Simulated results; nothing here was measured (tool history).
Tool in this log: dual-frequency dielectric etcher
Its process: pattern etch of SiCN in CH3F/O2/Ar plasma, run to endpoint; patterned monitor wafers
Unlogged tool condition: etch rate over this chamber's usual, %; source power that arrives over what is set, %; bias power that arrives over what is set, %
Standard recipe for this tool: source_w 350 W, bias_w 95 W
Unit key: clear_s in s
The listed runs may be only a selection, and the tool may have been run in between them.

| run | hour | source_w | bias_w | wafers since the last listed run | hours since the last wet clean | hours since the last source power generator calibration | hours since the last bias power generator calibration | hours since the last upper electrode change | incoming incoming film thickness, nm | clear_s |
|---|---|---|---|---|---|---|---|---|---|---|
| 1 | 0.0 | 350 | 95 | 0 | 410.1 | 4262.4 | 2713.2 | 2219.1 | 11.39 | 28.9 |
| 2 | 6.4 | 350 | 95 | 74 | 416.5 | 4268.8 | 2719.6 | 2225.5 | 11.26 | 28.6 |
| 3 | 13.9 | 320 | 95 | 87 | 424.0 | 4276.3 | 2727.1 | 2233.0 | 11.47 | 30.8 |
|  | 40.6 | upper electrode replaced |
| 4 | 41.1 | 320 | 95 | 37 | 451.2 | 4303.5 | 2754.3 | 0.5 | 11.30 | 30.4 |
| 5 | 43.7 | 320 | 95 | 30 | 453.8 | 4306.1 | 2756.9 | 3.1 | 11.43 | 30.7 |
| 6 | 55.8 | 350 | 95 | 140 | 465.9 | 4318.2 | 2769.0 | 15.2 | 11.31 | 28.6 |
| 7 | 73.1 | 350 | 95 | 200 | 483.2 | 4335.5 | 2786.3 | 32.5 | 11.24 | 28.4 |
| 8 | 79.3 | 300 | 95 | 72 | 489.4 | 4341.7 | 2792.5 | 38.7 | 11.45 | 32.1 |
| 9 | 88.3 | 300 | 95 | 104 | 498.4 | 4350.7 | 2801.5 | 47.7 | 11.35 | 31.5 |
| 10 | 95.1 | 300 | 95 | 79 | 505.2 | 4357.5 | 2808.3 | 54.5 | 11.48 | 32.3 |
| 11 | 104.7 | 280 | 101 | 111 | 514.8 | 4367.1 | 2817.9 | 64.1 | 11.33 | 32.6 |
| 12 | 134.2 | 280 | 101 | 342 | 544.3 | 4396.6 | 2847.4 | 93.6 | 11.41 | 32.9 |
| 13 | 143.0 | 280 | 82 | 102 | 553.1 | 4405.4 | 2856.2 | 102.4 | 11.41 | 35.2 |
| 14 | 152.0 | 270 | 86 | 104 | 562.1 | 4414.4 | 2865.2 | 111.4 | 11.26 | 35.0 |
| 15 | 158.6 | 310 | 109 | 76 | 568.7 | 4421.0 | 2871.8 | 118.0 | 11.43 | 29.8 |
| 16 | 172.4 | 350 | 95 | 160 | 582.5 | 4434.8 | 2885.6 | 131.8 | 11.37 | 29.0 |
| 17 | 180.7 | 380 | 101 | 96 | 590.8 | 4443.1 | 2893.9 | 140.1 | 11.29 | 26.5 |
| 18 | 188.4 | 350 | 95 | 89 | 598.5 | 4450.8 | 2901.6 | 147.8 | 11.38 | 28.9 |
| 19 | 197.8 | 350 | 95 | 109 | 607.9 | 4460.2 | 2911.0 | 157.2 | 11.30 | 28.8 |
|  | 203.6 | bias power generator calibrated |
| 20 | 211.3 | 350 | 95 | 110 | 621.4 | 4473.7 | 7.7 | 170.7 | 11.32 | 28.8 |
| 21 | 218.6 | 440 | 85 | 84 | 628.7 | 4481.0 | 15.0 | 178.0 | 11.36 | 26.3 |
|  | 231.9 | source power generator calibrated |
|  | 257.5 | wet clean of the chamber |
| 22 | 258.0 | 350 | 95 | 132 | 0.5 | 26.1 | 54.4 | 217.4 | 11.25 | 28.5 |
| 23 | 258.3 | 310 | 95 | 3 | 0.8 | 26.4 | 54.7 | 217.7 | 11.34 | 30.9 |
| 24 | 271.0 | 350 | 95 | 147 | 13.5 | 39.1 | 67.4 | 230.4 | 11.50 | 29.3 |
| 25 | 278.0 | 390 | 82 | 81 | 20.5 | 46.1 | 74.4 | 237.4 | 11.34 | 28.5 |
| 26 | 288.6 | 280 | 83 | 123 | 31.1 | 56.7 | 85.0 | 248.0 | 11.39 | 35.0 |
| 27 | 301.9 | 430 | 73 | 154 | 44.4 | 70.0 | 98.3 | 261.3 | 11.26 | 27.7 |
| 28 | 311.8 | 320 | 75 | 115 | 54.3 | 79.9 | 108.2 | 271.2 | 11.41 | 33.4 |
| 29 | 336.4 | 430 | 118 | 285 | 78.9 | 104.5 | 132.8 | 295.8 | 11.47 | 23.9 |
| 30 | 344.4 | 430 | 118 | 92 | 86.9 | 112.5 | 140.8 | 303.8 | 11.31 | 23.7 |
| 31 | 351.3 | 390 | 107 | 80 | 93.8 | 119.4 | 147.7 | 310.7 | 11.42 | 26.1 |
| 32 | 367.5 | 280 | 95 | 188 | 110.0 | 135.6 | 163.9 | 326.9 | 11.43 | 33.5 |
| 33 | 373.7 | 350 | 95 | 72 | 116.2 | 141.8 | 170.1 | 333.1 | 11.43 | 29.1 |

Run 34 is up next; what results do you expect?
| 34 | 385.5 | 390 | 87 | 137 | 128.0 | 153.6 | 181.9 | 344.9 | 11.32 | ? |

{"run 34": {"clear_s": 27.9}}
With no hidden state in the tool, this same run would have given clear_s 27.9 s.
